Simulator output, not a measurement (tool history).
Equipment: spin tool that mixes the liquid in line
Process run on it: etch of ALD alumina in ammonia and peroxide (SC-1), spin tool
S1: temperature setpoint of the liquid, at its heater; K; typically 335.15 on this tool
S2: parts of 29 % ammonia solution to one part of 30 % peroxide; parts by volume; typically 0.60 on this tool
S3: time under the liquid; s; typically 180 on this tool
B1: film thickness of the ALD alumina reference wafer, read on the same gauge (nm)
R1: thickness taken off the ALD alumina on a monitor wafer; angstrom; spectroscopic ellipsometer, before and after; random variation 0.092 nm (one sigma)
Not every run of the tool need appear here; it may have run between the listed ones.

Run 1, hour 0.0: usual settings but S2 0.40 parts by volume; B1 119.97. Result: R1 202.5 angstrom.
Run 2, hour 56.6: usual settings but S2 0.40 parts by volume; B1 119.98. Result: R1 199.9 angstrom.
Run 3, hour 181.4: usual settings; B1 120.01. Result: R1 209.8 angstrom.
Run 4, hour 221.3: usual settings; B1 119.99. Result: R1 208.6 angstrom.
Run 5, hour 258.5: usual settings; B1 119.99. Result: R1 210.4 angstrom.
Run 6, hour 362.8: usual settings; B1 120.00. Result: R1 208.3 angstrom.
Run 7, hour 427.4: usual settings; B1 119.99. Result: R1 208.3 angstrom.
Run 8, hour 507.8: usual settings but S2 0.70 parts by volume; B1 120.00. Result: R1 211.6 angstrom.
At hour 542.3: gauge calibrated.
Run 9, hour 553.0: usual settings but S2 0.70 parts by volume; B1 120.02. Result: R1 212.0 angstrom.
Run 10, hour 610.4: usual settings; B1 120.00. Result: R1 210.0 angstrom.
Run 11, hour 651.8: usual settings but S3 105 s; B1 119.98. Result: R1 122.2 angstrom.
At hour 659.4: thermometer replaced.
Run 12, hour 694.6: usual settings but S2 0.35 parts by volume; B1 120.00. Result: R1 186.5 angstrom.
Run 13, hour 760.6: usual settings but S2 0.75 parts by volume, S3 145 s; B1 120.00. Result: R1 162.6 angstrom.
Run 14, hour 835.5: usual settings but S1 341.65 K; B1 120.01. Result: R1 270.4 angstrom.
Run 15, hour 904.8: usual settings but S2 0.35 parts by volume, S3 250 s; B1 120.00. Result: R1 261.5 angstrom.
At hour 979.0: new drum of ammonia solution connected.
Run 16, hour 1000.8: usual settings; B1 119.98. Result: R1 197.2 angstrom.
Run 17, hour 1046.0: usual settings but S1 331.65 K, S2 0.35 parts by volume, S3 135 s; B1 119.99. Result: R1 116.8 angstrom.
At hour 1140.1: ammonia flow meter replaced.
Run 18, hour 1143.6: usual settings but S2 0.80 parts by volume, S3 250 s; B1 120.00. Result: R1 282.6 angstrom.
Run 19, hour 1219.2: usual settings but S3 85 s; B1 120.00. Result: R1 93.0 angstrom.
At hour 1318.0: heated supply line repaired.
Run 20, hour 1318.8: usual settings; B1 120.02. Result: R1 207.8 angstrom.
Run 21, hour 1417.2: usual settings but S1 328.15 K, S2 0.50 parts by volume, S3 240 s; B1 119.99. Result: R1 188.3 angstrom.
Run 22, hour 1518.7: usual settings; B1 120.02. Result: R1 206.4 angstrom.
Run 23, hour 1585.5: usual settings but S1 340.15 K, S2 0.80 parts by volume, S3 110 s; B1 119.99. Result: R1 166.6 angstrom.
Run 24, hour 1652.6: usual settings but S2 0.85 parts by volume, S3 245 s; B1 119.99. Result: R1 291.4 angstrom.
Run 25, hour 1730.8: usual settings but S1 341.65 K, S2 0.75 parts by volume, S3 140 s; B1 120.00. Result: R1 225.1 angstrom.

Results per run with the tool's hidden condition removed, run-to-run variation unchanged:
Hidden state at play: liquid hotter than its thermometer reads (K); ammonia flow above the setpoint (%); temperature lost on the way to the wafer (K); ammonia solution weaker than its label (%); gauge reads high (%).
run     R1
  1  197.5
  2  194.9
  3  204.6
  4  203.4
  5  205.1
  6  203.1
  7  203.1
  8  206.3
  9  206.7
 10  204.7
 11  119.1
 12  193.4
 13  168.7
 14  280.0
 15  271.3
 16  204.6
 17  121.3
 18  293.1
 19   96.5
 20  205.6
 21  186.2
 22  204.2
 23  164.9
 24  288.4
 25  222.7
